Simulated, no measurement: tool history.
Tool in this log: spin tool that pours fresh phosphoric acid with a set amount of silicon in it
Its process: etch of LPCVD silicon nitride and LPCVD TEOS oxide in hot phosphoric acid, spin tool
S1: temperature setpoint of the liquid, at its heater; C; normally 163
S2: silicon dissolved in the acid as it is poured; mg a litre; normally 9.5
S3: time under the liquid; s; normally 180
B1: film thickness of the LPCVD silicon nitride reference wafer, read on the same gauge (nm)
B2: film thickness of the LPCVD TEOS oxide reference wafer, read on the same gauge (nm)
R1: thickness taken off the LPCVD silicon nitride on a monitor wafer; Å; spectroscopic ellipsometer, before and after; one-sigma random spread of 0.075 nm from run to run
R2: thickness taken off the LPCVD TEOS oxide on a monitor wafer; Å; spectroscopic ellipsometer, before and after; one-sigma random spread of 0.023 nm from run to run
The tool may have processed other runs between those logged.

run   hour     S1    S2   S3      B1      B2     R1     R2
  1      0    163   9.5  180  139.88  49.966  161.3   8.35
  2   26.4    163   9.5  180  139.67  49.886    159   8.46
     164.9  -- dissolved silicon flow meter replaced
  3  166.5    163   9.5  180  138.82   49.59  158.6      8
  4  343.8    163   9.5  180  137.95  49.252  157.9   7.83
  5  380.8    163   9.5  180   137.8  49.191  158.6   7.97
  6    423  164.5  15.5  110  137.63  49.102  100.5   5.17
  7  468.4    163  16.5  245  137.46  49.127    213   9.55
     495.9  -- heated supply line repaired
  8  501.2  160.5   9.5  290  137.36  49.058  234.1  11.24
  9  532.3  165.5  12.5  180  137.24   49.01    171   8.51
 10  606.8    163   5.5  180  137.01  48.947    155   9.08
 11  648.6  161.5     4  210  136.87  48.839  173.8   9.95
 12  699.6    163   9.5  180  136.74  48.816  156.4   8.03
 13  769.3    163   9.5  180  136.57  48.764  155.7   8.21
 14  793.8  161.5  12.5  180  136.51  48.755  147.8   6.86
 15  852.1    163   9.5  110  136.36  48.666   95.3   4.86
 16  889.9    163   4.5  110  136.32  48.706   95.7   5.56
 17  957.1    163   9.5  180  136.17  48.668  155.2   8.16

For run 18, what comes out?
 18  997.7  161  9.5  280   ?   ?   ?   ?

{"run 18": {"B1": 136.13, "B2": 48.598, "R1": 227.5, "R2": 10.13}}
On a tool with no hidden condition, and with the same random variation, this run would have come out at R1 234 Å, R2 10.42 Å.

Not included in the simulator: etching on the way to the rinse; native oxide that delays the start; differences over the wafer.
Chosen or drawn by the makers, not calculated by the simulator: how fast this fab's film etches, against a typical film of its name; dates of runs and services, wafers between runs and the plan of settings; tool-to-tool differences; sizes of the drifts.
